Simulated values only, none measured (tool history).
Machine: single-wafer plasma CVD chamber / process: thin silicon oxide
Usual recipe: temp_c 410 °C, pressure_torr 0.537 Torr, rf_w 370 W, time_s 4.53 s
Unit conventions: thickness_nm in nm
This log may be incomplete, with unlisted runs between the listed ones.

run     day  temp_c  pressure_torr  rf_w  time_s  wafers since the last listed run  hours since the last thermocouple change  hours since the last RF generator calibration  hours since the last manometer calibration  hours since the showerhead was replaced  hours since the gauge calibration  read-back reference wafer on the same gauge, thickness_nm  thickness_nm
  1       0     400          0.598   370    4.53                                 0                                    1313.9                                           40.5                                      2323.6                                   2838.4                             1420.4                                                      6.508         6.134
  2   4.346     410          0.537   370    4.53                              4278                                    1418.2                                          144.8                                      2427.9                                   2942.7                             1524.7                                                      6.511         5.467
  3  12.004     410          0.537   370    4.53                              7540                                      1602                                          328.6                                      2611.7                                   3126.5                             1708.5                                                      6.509         5.448
  4  13.808     410          0.537   370    4.53                              1776                                    1645.3                                          371.9                                        2655                                   3169.8                             1751.8                                                      6.511         5.455
  5  16.325     410          0.537   370    4.53                              2477                                    1705.7                                          432.3                                      2715.4                                   3230.2                             1812.2                                                       6.51         5.413
  6  20.212     410          0.537   370    4.53                              3827                                      1799                                          525.6                                      2808.7                                   3323.5                             1905.5                                                      6.508         5.416
  7  23.546     414          0.537   370    4.53                              3281                                      1879                                          605.6                                      2888.7                                   3403.5                             1985.5                                                      6.512         5.406
  8  26.912     414          0.537   370    4.53                              3314                                    1959.8                                          686.4                                      2969.5                                   3484.3                             2066.3                                                       6.51         5.383
     30.146  -- capacitance manometer re-zeroed and calibrated
  9  30.167     414          0.537   370    4.53                              2875                                    2037.9                                          764.5                                         0.5                                   3562.4                             2144.4                                                       6.51         5.392
     32.167  -- thermocouple changed; heater temperature recalibrated
     32.517  -- gauge calibrated
     32.767  -- showerhead replaced
 10  33.121     410          0.537   370    4.53                              2252                                      22.9                                          835.4                                        71.4                                      8.5                               14.5                                                      6.516         5.391
 11  36.067     410          0.537   395    4.53                              2900                                      93.6                                          906.1                                       142.1                                     79.2                               85.2                                                      6.508         5.459
 12  37.617     414          0.537   370    4.53                              1526                                     130.8                                          943.3                                       179.3                                    116.4                              122.4                                                      6.514         5.366
 13  41.904     410          0.537   300    4.53                              4221                                     233.7                                         1046.2                                       282.2                                    219.3                              225.3                                                      6.511         5.045
 14  44.825     399          0.537   370    4.53                              2875                                     303.8                                         1116.3                                       352.3                                    289.4                              295.4                                                      6.512         5.379
 15  48.912     403          0.537   370    3.97                              4024                                     401.9                                         1214.4                                       450.4                                    387.5                              393.5                                                      6.508         4.691
 16    50.6     419          0.627   370    4.53                              1661                                     442.4                                         1254.9                                       490.9                                      428                                434                                                      6.514          6.18
     51.579  -- RF generator calibrated
 17  54.458     410          0.537   345    4.53                              3470                                       535                                           69.1                                       583.5                                    520.6                              526.6                                                       6.51         5.318
 18  58.033     410          0.418   310    4.84                              3519                                     620.8                                          154.9                                       669.3                                    606.4                              612.4                                                      6.515         4.303
 19  63.662     410          0.537   370    4.53                              5542                                     755.9                                            290                                       804.4                                    741.5                              747.5                                                      6.507         5.442
 20  66.883     396           0.47   370    5.32                              3171                                     833.2                                          367.3                                       881.7                                    818.8                              824.8                                                      6.508         5.594
 21  69.692     410          0.537   370    4.53                              2764                                     900.6                                          434.7                                       949.1                                    886.2                              892.2                                                       6.51           5.4
 22  73.429     410          0.481   370    5.05                              3679                                     990.3                                          524.4                                      1038.8                                    975.9                              981.9                                                      6.508         5.376
 23  77.062     416          0.537   370    4.53                              3577                                    1077.5                                          611.6                                        1126                                   1063.1                             1069.1                                                      6.509         5.373
 24  79.271     410          0.643   330    4.53                              2174                                    1130.5                                          664.6                                        1179                                   1116.1                             1122.1                                                      6.511         6.183
 25  83.517     410          0.537   370    4.53                              4180                                    1232.4                                          766.5                                      1280.9                                     1218                               1224                                                      6.507         5.364
 26  87.933     401          0.537   325    5.27                              4348                                    1338.4                                          872.5                                      1386.9                                     1324                               1330                                                      6.513         6.023
 27  92.346     410          0.537   370    4.53                              4344                                    1444.3                                          978.4                                      1492.8                                   1429.9                             1435.9                                                      6.507         5.329

Run 28 comes next. What will it give?
 28  95.658     404          0.491   405    4.53                              3261                                    1523.8                                         1057.9                                      1572.3                                   1509.4                             1515.4                                                          ?             ?

{"run 28": {"read-back reference wafer on the same gauge, thickness_nm": 6.513, "thickness_nm": 5.013}}
Minus the tool's unlogged condition, the same run would have read thickness_nm 5.153 nm.
